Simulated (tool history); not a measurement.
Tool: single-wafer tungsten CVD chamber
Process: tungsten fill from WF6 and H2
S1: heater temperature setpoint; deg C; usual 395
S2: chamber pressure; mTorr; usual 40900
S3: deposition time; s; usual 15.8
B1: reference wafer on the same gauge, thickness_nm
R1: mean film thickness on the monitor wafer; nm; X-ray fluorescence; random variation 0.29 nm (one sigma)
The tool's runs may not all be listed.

run	hour	S1	S2	S3	B1	R1
1	0	395	40900	15.8	42.387	49.187
2	39.6	395	40900	15.8	42.385	49.355
3	99.7	395	40900	15.8	42.371	49.72
4	156.5	395	38100	15.8	42.369	47.417
5	185.2	395	38100	15.8	42.357	48.184
6	247.3	395	38100	15.8	42.393	47.205
7	272.5	395	45300	15.8	42.402	51.425
8	302.8	395	45400	15.8	42.368	52.304
9	373.9	395	40900	15.8	42.429	49.185
# hour 385.3: capacitance manometer re-zeroed and calibrated
10	399.4	395	40900	15.8	42.397	47.582
11	470.7	395	38100	15.8	42.385	45.86
12	527.2	395	40900	18.2	42.388	54.773
13	571.4	395	40900	15.8	42.455	47.903
14	642	383	40900	12.8	42.366	31.147
15	759.3	395	50000	15.8	42.45	52.317
# hour 811.5: gauge calibrated
16	871.2	402	40900	15.8	42.42	52.769
17	923.2	388	40900	16.7	42.383	44.03
18	1101.8	395	40900	15.8	42.375	47.027
19	1169	395	40900	17.3	42.419	51.862
20	1225.7	395	40900	18.2	42.473	54.061
21	1255.1	409	40900	15.8	42.293	59.211
22	1294.9	395	40900	18.4	42.446	54.483
23	1337.4	381	35500	18.7	42.369	40.808
# hour 1346.7: showerhead replaced
# hour 1350.5: thermocouple changed; heater temperature recalibrated
24	1374.3	384	40900	13.7	42.374	37.171
# hour 1419.7: capacitance manometer re-zeroed and calibrated
25	1583.3	395	31000	15.8	42.451	42.621
26	1615.5	395	40900	15.8	42.464	50.099
27	1643.6	385	48200	14	42.426	40.047
28	1680.2	384	40900	13.7	42.423	35.684
29	1705.3	395	40900	15.8	42.271	49.751
30	1769.1	384	36400	13.1	42.26	32.135
31	1813	395	40900	13.7	42.455	42.768
32	1869.8	395	37900	13.2	42.45	40.044
33	1932	409	48400	12.6	42.376	54.385
34	1959.9	384	37900	18.5	42.284	46.891

Some steps in R1 between neighbouring runs. How much of each would the tool show without its hidden state too (settings, what came in, random variation), and how much is left for the hidden state, with any gauge scatter that isn't in both results?
The hidden state here: wafer temperature above the value expected at the setpoint (K); true pressure above the setpoint (%); gauge reads high (%).
Run 9 -> 10: capacitance manometer re-zeroed and calibrated. R1 -1.603 nm: hidden state -2.096, all else +0.493.
Run 13 -> 14: S1 395 -> 383, S3 15.8 -> 12.8. R1 -16.756 nm: hidden state +0.788, all else -17.544.
Run 14 -> 15: S1 383 -> 395, S2 40900 -> 50000, S3 12.8 -> 15.8. R1 +21.17 nm: hidden state -1.047, all else +22.217.
Run 23 -> 24: S1 381 -> 384, S2 35500 -> 40900, S3 18.7 -> 13.7, showerhead replaced, thermocouple changed; heater temperature recalibrated. R1 -3.637 nm: hidden state +3.856, all else -7.493.
Run 24 -> 25: S1 384 -> 395, S2 40900 -> 31000, S3 13.7 -> 15.8, capacitance manometer re-zeroed and calibrated. R1 +5.45 nm: hidden state -1.353, all else +6.803.
Run 29 -> 30: S1 395 -> 384, S2 40900 -> 36400, S3 15.8 -> 13.1. R1 -17.616 nm: hidden state -0.046, all else -17.57.

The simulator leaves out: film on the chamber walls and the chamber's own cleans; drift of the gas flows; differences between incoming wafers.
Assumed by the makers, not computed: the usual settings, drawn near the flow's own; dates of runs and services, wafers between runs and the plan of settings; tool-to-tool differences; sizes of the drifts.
